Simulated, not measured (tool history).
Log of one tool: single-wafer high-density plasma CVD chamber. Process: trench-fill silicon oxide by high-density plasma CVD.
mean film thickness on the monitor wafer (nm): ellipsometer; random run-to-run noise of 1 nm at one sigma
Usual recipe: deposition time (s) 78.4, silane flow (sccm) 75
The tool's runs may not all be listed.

| run | day | deposition time (s) | silane flow (sccm) | wafers since the last listed run | hours since the silane flow controller was replaced | hours since the gauge calibration | read-back reference wafer on the same gauge, thickness_nm | mean film thickness on the monitor wafer (nm) |
|---|---|---|---|---|---|---|---|---|
| 1 | 0.000 | 78.4 | 75 | 0 | 3811.9 | 62.2 | 757.669 | 669.234 |
| 2 | 0.592 | 78.4 | 75 | 149 | 3826.1 | 76.4 | 758.219 | 666.864 |
| 3 | 1.233 | 78.4 | 75 | 162 | 3841.5 | 91.8 | 758.803 | 668.450 |
| 4 | 1.650 | 78.4 | 75 | 105 | 3851.5 | 101.8 | 759.424 | 667.470 |
| 5 | 2.054 | 78.4 | 75 | 102 | 3861.2 | 111.5 | 759.179 | 669.874 |
| 6 | 2.488 | 84.9 | 75 | 109 | 3871.6 | 121.9 | 759.709 | 723.253 |
| 7 | 2.767 | 84.9 | 75 | 70 | 3878.3 | 128.6 | 759.716 | 727.399 |
| 8 | 3.433 | 84.9 | 75 | 168 | 3894.3 | 144.6 | 760.891 | 725.193 |
| 9 | 3.921 | 78.4 | 75 | 123 | 3906.0 | 156.3 | 760.837 | 670.895 |
| 10 | 5.504 | 78.4 | 75 | 401 | 3944.0 | 194.3 | 761.760 | 670.499 |
| 11 | 6.117 | 70.8 | 79 | 155 | 3958.7 | 209.0 | 762.488 | 638.579 |
| 12 | 6.671 | 78.4 | 75 | 140 | 3972.0 | 222.3 | 762.965 | 672.604 |
|  | 6.804 | gauge calibrated |
| 13 | 7.058 | 72.3 | 67 | 98 | 3981.3 | 6.1 | 757.024 | 550.059 |
| 14 | 7.433 | 78.4 | 75 | 94 | 3990.3 | 15.1 | 757.590 | 668.737 |
|  | 8.462 | silane flow controller replaced |
| 15 | 8.483 | 71.7 | 84 | 181 | 0.5 | 40.3 | 758.251 | 684.009 |
| 16 | 8.496 | 78.4 | 75 | 3 | 0.8 | 40.6 | 758.198 | 666.766 |
| 17 | 8.892 | 65.3 | 63 | 100 | 10.3 | 50.1 | 758.923 | 466.871 |
| 18 | 9.212 | 64.6 | 84 | 81 | 18.0 | 57.8 | 758.671 | 617.391 |
| 19 | 9.921 | 63.8 | 67 | 179 | 35.0 | 74.8 | 759.249 | 485.630 |
| 20 | 10.492 | 87.2 | 65 | 144 | 48.7 | 88.5 | 759.302 | 644.187 |
| 21 | 10.879 | 78.4 | 64 | 98 | 58.0 | 97.8 | 760.074 | 572.226 |

How would selected steps in mean film thickness on the monitor wafer (nm) from run to run divide? Give the signed amount a tool lacking its hidden state would still show from settings, what came in and random variation, and the signed amount left for the hidden state, including any gauge scatter that is not in both of the compared results.
The hidden state here: delivered silane flow above the setpoint (%); gauge reads high (%).
Run 12 -> 13: deposition time (s) 78.4 -> 72.3, silane flow (sccm) 75 -> 67, gauge calibrated. mean film thickness on the monitor wafer (nm) -122.545: hidden state -4.920, all else -117.625.
Run 16 -> 17: deposition time (s) 78.4 -> 65.3, silane flow (sccm) 75 -> 63. mean film thickness on the monitor wafer (nm) -199.895: hidden state -0.449, all else -199.446.
Run 19 -> 20: deposition time (s) 63.8 -> 87.2, silane flow (sccm) 67 -> 65. mean film thickness on the monitor wafer (nm) +158.557: hidden state +1.062, all else +157.495.

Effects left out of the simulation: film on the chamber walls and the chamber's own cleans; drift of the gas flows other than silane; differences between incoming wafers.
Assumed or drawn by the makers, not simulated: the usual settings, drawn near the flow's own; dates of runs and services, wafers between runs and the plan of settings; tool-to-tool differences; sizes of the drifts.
